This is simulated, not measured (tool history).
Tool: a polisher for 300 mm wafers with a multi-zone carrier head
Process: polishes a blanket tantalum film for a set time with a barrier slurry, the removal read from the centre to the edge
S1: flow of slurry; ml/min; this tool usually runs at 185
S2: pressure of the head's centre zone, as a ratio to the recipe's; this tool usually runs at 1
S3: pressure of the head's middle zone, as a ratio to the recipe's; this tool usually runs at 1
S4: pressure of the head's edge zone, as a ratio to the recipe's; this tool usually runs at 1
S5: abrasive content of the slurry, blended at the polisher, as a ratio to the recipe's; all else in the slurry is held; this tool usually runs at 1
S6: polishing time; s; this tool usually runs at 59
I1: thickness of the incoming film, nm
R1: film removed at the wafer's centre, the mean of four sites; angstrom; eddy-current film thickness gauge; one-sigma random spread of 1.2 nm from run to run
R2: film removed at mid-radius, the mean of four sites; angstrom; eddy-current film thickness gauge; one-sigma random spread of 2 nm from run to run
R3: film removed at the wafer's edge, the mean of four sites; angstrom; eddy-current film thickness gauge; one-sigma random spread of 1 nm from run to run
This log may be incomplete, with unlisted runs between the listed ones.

run 1 day=0 | S1=160 S2=1 S3=1 S4=1 S5=1 S6=59 | I1=390 | R1=1504 R2=1457 R3=1441
-- day=2.062 centre zone pressure recalibrated
run 2 day=3.104 | S1=185 S2=1 S3=1 S4=1 S5=0.85 S6=59 | I1=381.7 | R1=1420 R2=1370 R3=1385
-- day=6.688 edge zone pressure recalibrated
run 3 day=6.708 | S1=185 S2=1 S3=1 S4=1 S5=1 S6=59 | I1=387.3 | R1=1503 R2=1463 R3=1443
-- day=7.292 slurry nozzle cleaned
run 4 day=8.417 | S1=185 S2=1 S3=1 S4=1 S5=0.85 S6=59 | I1=391.5 | R1=1421 R2=1381 R3=1384
run 5 day=12.904 | S1=185 S2=1 S3=1 S4=1 S5=1 S6=59 | I1=384.9 | R1=1479 R2=1433 R3=1447
run 6 day=17.154 | S1=185 S2=1.06 S3=1 S4=0.88 S5=0.7 S6=59 | I1=391.7 | R1=1373 R2=1263 R3=1224
-- day=17.471 worn pad replaced by a new one
-- day=18.588 carrier head's membrane replaced by a new one
run 7 day=19.708 | S1=235 S2=1 S3=1 S4=1 S5=1 S6=59 | I1=387.7 | R1=1538 R2=1465 R3=1518
-- day=21.829 centre zone pressure recalibrated
run 8 day=23.2 | S1=185 S2=1.04 S3=1 S4=1.06 S5=1 S6=59 | I1=385.6 | R1=1592 R2=1470 R3=1490
run 9 day=27.058 | S1=185 S2=0.89 S3=1 S4=1.12 S5=1 S6=59 | I1=392.9 | R1=1371 R2=1475 R3=1531
-- day=28.579 edge zone pressure recalibrated
run 10 day=29.092 | S1=185 S2=1 S3=1 S4=1 S5=1 S6=59 | I1=387.4 | R1=1490 R2=1491 R3=1470
run 11 day=31.754 | S1=185 S2=1 S3=1.09 S4=1 S5=1 S6=69 | I1=386.8 | R1=1782 R2=1864 R3=1710
run 12 day=34.292 | S1=160 S2=1.06 S3=0.91 S4=0.93 S5=1 S6=59 | I1=391.2 | R1=1556 R2=1315 R3=1392
-- day=35.367 slurry nozzle cleaned
run 13 day=36.862 | S1=185 S2=1.1 S3=1.1 S4=0.94 S5=1 S6=59 | I1=393.7 | R1=1618 R2=1561 R3=1409
run 14 day=39.442 | S1=170 S2=1 S3=1.08 S4=0.93 S5=1 S6=51 | I1=394.5 | R1=1248 R2=1325 R3=1196
-- day=40.888 worn pad replaced by a new one
run 15 day=43.825 | S1=165 S2=1 S3=1 S4=1 S5=1 S6=42 | I1=386.4 | R1=1069 R2=1039 R3=1035
-- day=44.688 carrier head's membrane replaced by a new one
-- day=45.871 centre zone pressure recalibrated
run 16 day=48.242 | S1=185 S2=1 S3=1 S4=1 S5=1 S6=70 | I1=394.1 | R1=1806 R2=1769 R3=1755

For run 17, what comes out?
-- day=49.817 edge zone pressure recalibrated
run 17 day=50.062 | S1=185 S2=1 S3=1 S4=1 S5=1 S6=59 | I1=385.2 | R1=? R2=? R3=?

{"run 17": {"R1": 1502, "R2": 1465, "R3": 1452}}
With the hidden condition absent and the run-to-run variation left alone, this run would have shown R1 1518 angstrom, R2 1481 angstrom, R3 1468 angstrom.

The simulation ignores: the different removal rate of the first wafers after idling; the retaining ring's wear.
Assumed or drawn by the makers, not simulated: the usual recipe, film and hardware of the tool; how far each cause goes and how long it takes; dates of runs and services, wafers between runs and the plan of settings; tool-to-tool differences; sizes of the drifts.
